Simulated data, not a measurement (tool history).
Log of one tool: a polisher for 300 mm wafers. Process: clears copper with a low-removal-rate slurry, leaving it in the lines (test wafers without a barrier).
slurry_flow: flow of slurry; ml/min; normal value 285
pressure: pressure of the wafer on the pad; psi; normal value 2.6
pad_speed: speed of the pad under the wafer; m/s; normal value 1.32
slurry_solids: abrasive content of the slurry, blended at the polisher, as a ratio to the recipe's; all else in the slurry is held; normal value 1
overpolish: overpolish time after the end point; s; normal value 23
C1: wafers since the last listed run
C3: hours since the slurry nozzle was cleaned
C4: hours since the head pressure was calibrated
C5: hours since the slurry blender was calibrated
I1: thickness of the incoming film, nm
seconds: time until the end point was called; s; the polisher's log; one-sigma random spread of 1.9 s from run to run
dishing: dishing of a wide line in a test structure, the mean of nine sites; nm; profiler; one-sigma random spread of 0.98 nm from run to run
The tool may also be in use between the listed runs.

{"run": 1, "hour": 0.0, "slurry_flow": 285, "pressure": 2.6, "pad_speed": 1.32, "slurry_solids": 1.15, "overpolish": 23, "C1": 0, "wafers polished on this pad": 401, "C3": 323.4, "C4": 404.8, "C5": 199.7, "I1": 519.7, "seconds": 185.7, "dishing": 44.8}
{"run": 2, "hour": 82.6, "slurry_flow": 285, "pressure": 2.6, "pad_speed": 1.32, "slurry_solids": 1.15, "overpolish": 23, "C1": 465, "wafers polished on this pad": 867, "C3": 406, "C4": 487.4, "C5": 282.3, "I1": 505.3, "seconds": 179.9, "dishing": 41.9}
{"hour": 110.6, "done": "worn pad replaced by a new one"}
{"run": 3, "hour": 117.0, "slurry_flow": 285, "pressure": 2.6, "pad_speed": 1.32, "slurry_solids": 1, "overpolish": 23, "C1": 171, "wafers polished on this pad": 36, "C3": 440.4, "C4": 521.8, "C5": 316.7, "I1": 510.6, "seconds": 186, "dishing": 43}
{"run": 4, "hour": 132.4, "slurry_flow": 285, "pressure": 2.6, "pad_speed": 1.32, "slurry_solids": 1, "overpolish": 23, "C1": 86, "wafers polished on this pad": 122, "C3": 455.8, "C4": 537.2, "C5": 332.1, "I1": 509.9, "seconds": 184.6, "dishing": 43.6}
{"run": 5, "hour": 155.5, "slurry_flow": 285, "pressure": 2.6, "pad_speed": 1.32, "slurry_solids": 1, "overpolish": 23, "C1": 130, "wafers polished on this pad": 252, "C3": 478.9, "C4": 560.3, "C5": 355.2, "I1": 516.2, "seconds": 184.4, "dishing": 40.8}
{"run": 6, "hour": 188.6, "slurry_flow": 285, "pressure": 2.6, "pad_speed": 1.32, "slurry_solids": 1, "overpolish": 23, "C1": 186, "wafers polished on this pad": 439, "C3": 512, "C4": 593.4, "C5": 388.3, "I1": 508.3, "seconds": 184.2, "dishing": 44.2}
{"run": 7, "hour": 217.5, "slurry_flow": 285, "pressure": 2.6, "pad_speed": 1.32, "slurry_solids": 1, "overpolish": 23, "C1": 162, "wafers polished on this pad": 602, "C3": 540.9, "C4": 622.3, "C5": 417.2, "I1": 505.6, "seconds": 181.4, "dishing": 44.8}
{"run": 8, "hour": 238.4, "slurry_flow": 285, "pressure": 2.6, "pad_speed": 1.32, "slurry_solids": 1, "overpolish": 23, "C1": 117, "wafers polished on this pad": 719, "C3": 561.8, "C4": 643.2, "C5": 438.1, "I1": 506.4, "seconds": 178.4, "dishing": 43.8}
{"run": 9, "hour": 252.0, "slurry_flow": 285, "pressure": 2.6, "pad_speed": 1.32, "slurry_solids": 1, "overpolish": 23, "C1": 76, "wafers polished on this pad": 796, "C3": 575.4, "C4": 656.8, "C5": 451.7, "I1": 520.5, "seconds": 190.3, "dishing": 44.6}
{"run": 10, "hour": 264.2, "slurry_flow": 285, "pressure": 2.6, "pad_speed": 1.32, "slurry_solids": 1, "overpolish": 23, "C1": 68, "wafers polished on this pad": 865, "C3": 587.6, "C4": 669, "C5": 463.9, "I1": 506.3, "seconds": 185.2, "dishing": 42.1}
{"hour": 274.7, "done": "head pressure recalibrated"}
{"run": 11, "hour": 290.7, "slurry_flow": 285, "pressure": 2.6, "pad_speed": 1.32, "slurry_solids": 1, "overpolish": 12, "C1": 138, "wafers polished on this pad": 1003, "C3": 614.1, "C4": 16, "C5": 490.4, "I1": 500.6, "seconds": 178.4, "dishing": 26.2}
{"hour": 302.2, "done": "slurry blender recalibrated"}
{"run": 12, "hour": 314.1, "slurry_flow": 285, "pressure": 2.6, "pad_speed": 1.32, "slurry_solids": 1, "overpolish": 12, "C1": 120, "wafers polished on this pad": 1123, "C3": 637.5, "C4": 39.4, "C5": 11.9, "I1": 517.2, "seconds": 184.1, "dishing": 25.6}
{"hour": 327.0, "done": "worn pad replaced by a new one"}
{"run": 13, "hour": 333.7, "slurry_flow": 285, "pressure": 2.6, "pad_speed": 1.32, "slurry_solids": 1, "overpolish": 23, "C1": 87, "wafers polished on this pad": 37, "C3": 657.1, "C4": 59, "C5": 31.5, "I1": 515.5, "seconds": 185.2, "dishing": 43.2}
{"hour": 362.7, "done": "slurry nozzle cleaned"}
{"run": 14, "hour": 363.9, "slurry_flow": 285, "pressure": 2.6, "pad_speed": 1.32, "slurry_solids": 1, "overpolish": 23, "C1": 164, "wafers polished on this pad": 202, "C3": 1.2, "C4": 89.2, "C5": 61.7, "I1": 516.9, "seconds": 186.7, "dishing": 42}
{"run": 15, "hour": 395.6, "slurry_flow": 285, "pressure": 2.6, "pad_speed": 1.32, "slurry_solids": 1, "overpolish": 32, "C1": 178, "wafers polished on this pad": 380, "C3": 32.9, "C4": 120.9, "C5": 93.4, "I1": 517.3, "seconds": 186.3, "dishing": 53.1}
{"run": 16, "hour": 421.7, "slurry_flow": 380, "pressure": 3.3, "pad_speed": 1.54, "slurry_solids": 1.25, "overpolish": 23, "C1": 147, "wafers polished on this pad": 527, "C3": 59, "C4": 147, "C5": 119.5, "I1": 516, "seconds": 119.9, "dishing": 59.7}
{"run": 17, "hour": 445.8, "slurry_flow": 285, "pressure": 2.6, "pad_speed": 1.32, "slurry_solids": 1, "overpolish": 23, "C1": 135, "wafers polished on this pad": 663, "C3": 83.1, "C4": 171.1, "C5": 143.6, "I1": 512.6, "seconds": 184, "dishing": 42.8}
{"run": 18, "hour": 470.8, "slurry_flow": 250, "pressure": 2.6, "pad_speed": 1.32, "slurry_solids": 1.25, "overpolish": 23, "C1": 140, "wafers polished on this pad": 804, "C3": 108.1, "C4": 196.1, "C5": 168.6, "I1": 514, "seconds": 176.7, "dishing": 44.1}
{"run": 19, "hour": 485.7, "slurry_flow": 240, "pressure": 2.6, "pad_speed": 0.9, "slurry_solids": 1, "overpolish": 37, "C1": 83, "wafers polished on this pad": 888, "C3": 123, "C4": 211, "C5": 183.5, "I1": 514.3, "seconds": 272.2, "dishing": 45.5}
{"hour": 507.5, "done": "worn pad replaced by a new one"}
{"run": 20, "hour": 520.3, "slurry_flow": 285, "pressure": 2.6, "pad_speed": 1.32, "slurry_solids": 0.8, "overpolish": 33, "C1": 172, "wafers polished on this pad": 72, "C3": 157.6, "C4": 245.6, "C5": 218.1, "I1": 504.7, "seconds": 189.6, "dishing": 54.9}
{"run": 21, "hour": 552.8, "slurry_flow": 285, "pressure": 3.5, "pad_speed": 1.52, "slurry_solids": 1, "overpolish": 23, "C1": 183, "wafers polished on this pad": 255, "C3": 190.1, "C4": 278.1, "C5": 250.6, "I1": 507.5, "seconds": 118.4, "dishing": 62.5}
{"run": 22, "hour": 573.7, "slurry_flow": 285, "pressure": 2.4, "pad_speed": 1.48, "slurry_solids": 1.25, "overpolish": 18, "C1": 117, "wafers polished on this pad": 372, "C3": 211, "C4": 299, "C5": 271.5, "I1": 504.6, "seconds": 171.1, "dishing": 36.6}
{"run": 23, "hour": 586.1, "slurry_flow": 225, "pressure": 2.6, "pad_speed": 1.32, "slurry_solids": 1, "overpolish": 23, "C1": 69, "wafers polished on this pad": 442, "C3": 223.4, "C4": 311.4, "C5": 283.9, "I1": 517.6, "seconds": 189.5, "dishing": 42.1}
{"run": 24, "hour": 608.2, "slurry_flow": 285, "pressure": 1.8, "pad_speed": 1.04, "slurry_solids": 1.1, "overpolish": 27, "C1": 124, "wafers polished on this pad": 567, "C3": 245.5, "C4": 333.5, "C5": 306, "I1": 513.5, "seconds": 335.5, "dishing": 29.5}
{"run": 25, "hour": 623.8, "slurry_flow": 285, "pressure": 2.6, "pad_speed": 1.32, "slurry_solids": 1, "overpolish": 23, "C1": 87, "wafers polished on this pad": 655, "C3": 261.1, "C4": 349.1, "C5": 321.6, "I1": 500.1, "seconds": 180.8, "dishing": 44.4}
{"run": 26, "hour": 674.8, "slurry_flow": 340, "pressure": 2.6, "pad_speed": 1.32, "slurry_solids": 1, "overpolish": 13, "C1": 287, "wafers polished on this pad": 942, "C3": 312.1, "C4": 400.1, "C5": 372.6, "I1": 512.9, "seconds": 181.7, "dishing": 27.2}
{"hour": 700.6, "done": "worn pad replaced by a new one"}
{"run": 27, "hour": 701.1, "slurry_flow": 285, "pressure": 3.4, "pad_speed": 1.32, "slurry_solids": 0.8, "overpolish": 19, "C1": 125, "wafers polished on this pad": 2, "C3": 338.4, "C4": 426.4, "C5": 398.9, "I1": 511, "seconds": 149.5, "dishing": 45.1}

List, for all runs, the conditions of the tool that the log does not record:
removal rate lost through wear of the pad, %: 0 on each run
slurry flow missing at the pad, %: 0 on each run
deviation of the head's pressure from its setpoint, %: 0 on each run
abrasive missing from the slurry, %: 0 on each run
